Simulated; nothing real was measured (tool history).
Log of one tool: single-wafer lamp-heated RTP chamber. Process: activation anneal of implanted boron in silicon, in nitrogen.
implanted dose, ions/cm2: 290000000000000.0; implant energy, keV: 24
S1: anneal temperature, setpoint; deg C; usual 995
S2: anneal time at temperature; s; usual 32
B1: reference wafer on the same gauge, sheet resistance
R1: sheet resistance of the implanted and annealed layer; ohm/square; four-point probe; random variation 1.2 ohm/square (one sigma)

{"run": 1, "hour": 0.0, "S1": 995, "S2": 32, "B1": 404.3, "R1": 358.07}
{"run": 2, "hour": 26.7, "S1": 995, "S2": 32, "B1": 404.06, "R1": 358.42}
{"run": 3, "hour": 56.9, "S1": 995, "S2": 32, "B1": 404.3, "R1": 356.37}
{"run": 4, "hour": 84.7, "S1": 995, "S2": 32, "B1": 404.8, "R1": 359.47}
{"run": 5, "hour": 105.6, "S1": 1015, "S2": 39, "B1": 404.01, "R1": 351.92}
{"run": 6, "hour": 129.3, "S1": 1002, "S2": 44, "B1": 404.37, "R1": 351.86}
{"hour": 146.4, "done": "reflector plate cleaned"}
{"run": 7, "hour": 160.0, "S1": 1002, "S2": 44, "B1": 403.66, "R1": 352.94}
{"run": 8, "hour": 174.0, "S1": 1002, "S2": 44, "B1": 403.68, "R1": 355.28}
{"run": 9, "hour": 188.3, "S1": 995, "S2": 32, "B1": 404.69, "R1": 359.13}
{"run": 10, "hour": 212.7, "S1": 995, "S2": 32, "B1": 404.36, "R1": 359.27}
{"run": 11, "hour": 238.5, "S1": 995, "S2": 32, "B1": 404.47, "R1": 357.94}
{"run": 12, "hour": 266.2, "S1": 995, "S2": 32, "B1": 403.58, "R1": 358.04}
{"hour": 280.6, "done": "pyrometer window cleaned and pyrometer calibrated"}
{"run": 13, "hour": 281.8, "S1": 1003, "S2": 32, "B1": 403.78, "R1": 354.34}
{"run": 14, "hour": 301.5, "S1": 995, "S2": 32, "B1": 403.89, "R1": 359.46}
{"hour": 303.0, "done": "gauge calibrated"}
{"run": 15, "hour": 408.9, "S1": 995, "S2": 32, "B1": 403.6, "R1": 357.98}
{"run": 16, "hour": 433.3, "S1": 995, "S2": 22, "B1": 403.68, "R1": 362}
{"run": 17, "hour": 462.5, "S1": 995, "S2": 22, "B1": 404.4, "R1": 359.72}
{"hour": 498.1, "done": "reflector plate cleaned"}
{"run": 18, "hour": 498.6, "S1": 986, "S2": 39, "B1": 404.01, "R1": 361.18}
{"run": 19, "hour": 523.4, "S1": 981, "S2": 19, "B1": 404.12, "R1": 374.43}
{"run": 20, "hour": 553.3, "S1": 987, "S2": 45, "B1": 403.95, "R1": 360.64}
{"run": 21, "hour": 570.9, "S1": 995, "S2": 32, "B1": 403.97, "R1": 360.22}
{"run": 22, "hour": 603.9, "S1": 1011, "S2": 21, "B1": 404.53, "R1": 355.43}
{"run": 23, "hour": 632.1, "S1": 995, "S2": 32, "B1": 403.66, "R1": 357.98}
{"hour": 660.6, "done": "pyrometer window cleaned and pyrometer calibrated"}
{"run": 24, "hour": 661.1, "S1": 972, "S2": 40, "B1": 404.02, "R1": 376.68}
{"run": 25, "hour": 676.0, "S1": 984, "S2": 50, "B1": 403.87, "R1": 363.54}
{"run": 26, "hour": 695.4, "S1": 975, "S2": 15, "B1": 404, "R1": 382.94}
{"run": 27, "hour": 707.9, "S1": 977, "S2": 32, "B1": 403.98, "R1": 371.13}
{"run": 28, "hour": 726.7, "S1": 978, "S2": 19, "B1": 404.36, "R1": 375.86}
{"run": 29, "hour": 757.0, "S1": 969, "S2": 32, "B1": 404.05, "R1": 383.02}
{"run": 30, "hour": 769.2, "S1": 971, "S2": 47, "B1": 404.33, "R1": 375.14}
{"hour": 831.1, "done": "reflector plate cleaned"}
{"run": 31, "hour": 831.6, "S1": 995, "S2": 15, "B1": 404.3, "R1": 362.79}
{"run": 32, "hour": 856.2, "S1": 978, "S2": 19, "B1": 403.55, "R1": 375.75}
{"run": 33, "hour": 869.7, "S1": 1005, "S2": 13, "B1": 403.66, "R1": 358.12}
{"run": 34, "hour": 895.0, "S1": 977, "S2": 25, "B1": 403.66, "R1": 374.45}

Forecast each of these 5 alternatives for the next run:
{"run": "A", "hour": 895.4, "S1": 982, "S2": 32, "B1": "?", "R1": "?"}
{"run": "B", "hour": 895.4, "S1": 1019, "S2": 44, "B1": "?", "R1": "?"}
{"run": "C", "hour": 895.4, "S1": 987, "S2": 32, "B1": "?", "R1": "?"}
{"run": "D", "hour": 895.4, "S1": 1019, "S2": 25, "B1": "?", "R1": "?"}
{"run": "E", "hour": 895.4, "S1": 1016, "S2": 32, "B1": "?", "R1": "?"}

run=A B1=403.36 R1=367.45
run=B B1=403.36 R1=351.88
run=C B1=403.36 R1=363.59
run=D B1=403.36 R1=353.43
run=E B1=403.36 R1=353.2
Without the tool's hidden state the same runs would have given:
run=A R1=367.45
run=B R1=351.88
run=C R1=363.59
run=D R1=353.43
run=E R1=353.2

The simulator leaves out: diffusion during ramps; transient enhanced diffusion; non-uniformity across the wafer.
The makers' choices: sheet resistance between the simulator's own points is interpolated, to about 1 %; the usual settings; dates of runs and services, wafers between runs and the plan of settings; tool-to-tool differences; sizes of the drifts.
